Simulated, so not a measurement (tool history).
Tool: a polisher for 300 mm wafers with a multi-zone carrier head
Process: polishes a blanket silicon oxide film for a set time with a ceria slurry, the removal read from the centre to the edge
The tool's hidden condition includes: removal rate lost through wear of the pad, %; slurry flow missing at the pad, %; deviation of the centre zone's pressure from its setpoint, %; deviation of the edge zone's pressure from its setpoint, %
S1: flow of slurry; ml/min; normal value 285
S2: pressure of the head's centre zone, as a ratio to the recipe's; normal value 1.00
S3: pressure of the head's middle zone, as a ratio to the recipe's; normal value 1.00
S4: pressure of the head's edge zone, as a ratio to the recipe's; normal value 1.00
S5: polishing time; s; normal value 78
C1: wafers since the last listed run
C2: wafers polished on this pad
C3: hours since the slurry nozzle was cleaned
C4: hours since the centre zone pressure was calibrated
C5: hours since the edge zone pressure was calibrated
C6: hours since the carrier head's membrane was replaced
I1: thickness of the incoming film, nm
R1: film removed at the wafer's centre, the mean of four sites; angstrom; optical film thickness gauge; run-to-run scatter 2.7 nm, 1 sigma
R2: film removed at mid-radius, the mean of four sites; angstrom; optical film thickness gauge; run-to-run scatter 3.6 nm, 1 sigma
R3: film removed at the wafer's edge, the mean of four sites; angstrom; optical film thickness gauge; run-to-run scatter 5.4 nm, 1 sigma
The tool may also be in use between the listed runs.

run	hour	S1	S2	S3	S4	S5	C1	C2	C3	C4	C5	C6	I1	R1	R2	R3
1	0.0	285	1.00	1.00	1.00	78	0	489	318.5	224.6	123.5	1436.1	1600.9	4410	4438	4389
2	92.1	285	1.00	1.00	1.04	78	906	1395	410.6	316.7	215.6	1528.2	1625.4	4344	4503	4363
# hour 93.3: slurry nozzle cleaned
3	141.9	285	1.00	1.00	1.04	78	480	1875	48.6	366.5	265.4	1578.0	1606.8	4296	4349	4484
4	243.5	285	1.00	1.00	1.04	78	999	2875	150.2	468.1	367.0	1679.6	1594.1	4193	4417	4426
# hour 252.9: centre zone pressure recalibrated
# hour 364.4: worn pad replaced by a new one
# hour 428.5: carrier head's membrane replaced by a new one
5	556.4	285	1.00	1.00	1.00	93	2970	1839	463.1	303.5	679.9	127.9	1599.7	5258	5209	5289
# hour 599.4: slurry nozzle cleaned
6	733.5	285	1.00	1.00	1.00	61	1732	3572	134.1	480.6	857.0	305.0	1583.4	3372	3449	3491
# hour 735.9: centre zone pressure recalibrated
# hour 737.8: edge zone pressure recalibrated
# hour 794.2: worn pad replaced by a new one
7	831.8	285	1.00	1.00	1.00	78	889	369	232.4	95.9	94.0	403.3	1591.3	4413	4362	4414
8	872.5	285	1.00	1.00	1.00	78	400	770	273.1	136.6	134.7	444.0	1604.0	4407	4423	4440
9	950.3	210	1.00	1.00	1.00	97	765	1535	350.9	214.4	212.5	521.8	1598.3	5177	5249	5287
# hour 1042.7: slurry nozzle cleaned
10	1043.2	285	1.00	1.05	1.08	66	904	2439	0.5	307.3	305.4	614.7	1598.9	3637	3896	3876
11	1098.3	285	1.00	1.00	1.00	78	542	2981	55.6	362.4	360.5	669.8	1609.8	4277	4390	4462
12	1252.3	285	1.00	1.00	1.00	78	1515	4497	209.6	516.4	514.5	823.8	1611.7	4122	4452	4345
# hour 1267.2: centre zone pressure recalibrated
13	1302.4	285	1.00	1.00	1.00	78	473	4970	259.7	35.2	564.6	873.9	1586.5	4443	4412	4509
# hour 1328.3: worn pad replaced by a new one
14	1339.2	285	1.00	0.96	1.00	78	322	107	296.5	72.0	601.4	910.7	1604.1	4387	4311	4401
15	1390.7	215	0.95	0.95	1.00	101	506	613	348.0	123.5	652.9	962.2	1621.6	5208	5429	5597
16	1444.7	235	1.00	1.00	1.00	78	531	1145	402.0	177.5	706.9	1016.2	1602.8	4309	4309	4342
# hour 1518.3: slurry nozzle cleaned
17	1535.8	345	1.10	1.00	1.00	78	886	2031	17.5	268.6	798.0	1107.3	1603.6	4832	4511	4512
18	1631.9	330	1.06	1.00	1.00	78	945	2977	113.6	364.7	894.1	1203.4	1628.2	4591	4512	4537
19	1727.8	285	1.00	1.00	1.00	78	943	3920	209.5	460.6	990.0	1299.3	1599.4	4236	4456	4358
# hour 1796.2: centre zone pressure recalibrated
# hour 1814.5: worn pad replaced by a new one
20	1830.8	285	1.00	0.96	1.00	78	954	160	312.5	34.6	1093.0	1402.3	1632.2	4420	4360	4509
21	1874.5	285	1.11	1.04	1.10	78	429	590	356.2	78.3	1136.7	1446.0	1608.0	4866	4529	4645
# hour 1897.4: edge zone pressure recalibrated
# hour 1942.6: slurry nozzle cleaned
22	1947.1	285	1.05	1.06	1.05	60	684	1275	4.5	150.9	49.7	1518.6	1598.2	3555	3573	3456

Across each entry between runs, compare the hidden state at the last listed run before it with the hidden state at the first listed run after it:
In the gap between runs 2 and 3: slurry nozzle cleaned (hour 93.3)
  deviation of the centre zone's pressure from its setpoint, %: -2.47 -> -3.35
  measured result minus the result with no hidden state, R1: -96 -> -131 angstrom
In the gap between runs 4 and 5: centre zone pressure recalibrated (hour 252.9); worn pad replaced by a new one (hour 364.4); carrier head's membrane replaced by a new one (hour 428.5)
  deviation of the centre zone's pressure from its setpoint, %: -5.55 -> -1.39
  measured result minus the result with no hidden state, R1: -216 -> -65 angstrom
In the gap between runs 5 and 6: slurry nozzle cleaned (hour 599.4)
  deviation of the centre zone's pressure from its setpoint, %: -1.39 -> -5
  measured result minus the result with no hidden state, R1: -65 -> -155 angstrom
In the gap between runs 6 and 7: centre zone pressure recalibrated (hour 735.9); edge zone pressure recalibrated (hour 737.8); worn pad replaced by a new one (hour 794.2)
  deviation of the centre zone's pressure from its setpoint, %: -5 -> -0.625
  measured result minus the result with no hidden state, R1: -155 -> -24 angstrom
In the gap between runs 9 and 10: slurry nozzle cleaned (hour 1042.7)
  deviation of the centre zone's pressure from its setpoint, %: -1.58 -> -2.84
  measured result minus the result with no hidden state, R1: -73 -> -93 angstrom
In the gap between runs 12 and 13: centre zone pressure recalibrated (hour 1267.2)
  deviation of the centre zone's pressure from its setpoint, %: -7.3 -> -0.216
  measured result minus the result with no hidden state, R1: -284 -> -9 angstrom
In the gap between runs 13 and 14: worn pad replaced by a new one (hour 1328.3)
  deviation of the centre zone's pressure from its setpoint, %: -0.216 -> -0.318
  measured result minus the result with no hidden state, R1: -9 -> -12 angstrom
In the gap between runs 16 and 17: slurry nozzle cleaned (hour 1518.3)
  deviation of the centre zone's pressure from its setpoint, %: -1 -> -2.06
  measured result minus the result with no hidden state, R1: -38 -> -88 angstrom
In the gap between runs 19 and 20: centre zone pressure recalibrated (hour 1796.2); worn pad replaced by a new one (hour 1814.5)
  deviation of the centre zone's pressure from its setpoint, %: -5.69 -> -0.0117
  measured result minus the result with no hidden state, R1: -224 -> -1 angstrom
In the gap between runs 21 and 22: edge zone pressure recalibrated (hour 1897.4); slurry nozzle cleaned (hour 1942.6)
  deviation of the centre zone's pressure from its setpoint, %: -0.14 -> -0.571
  measured result minus the result with no hidden state, R1: -6 -> -18 angstrom

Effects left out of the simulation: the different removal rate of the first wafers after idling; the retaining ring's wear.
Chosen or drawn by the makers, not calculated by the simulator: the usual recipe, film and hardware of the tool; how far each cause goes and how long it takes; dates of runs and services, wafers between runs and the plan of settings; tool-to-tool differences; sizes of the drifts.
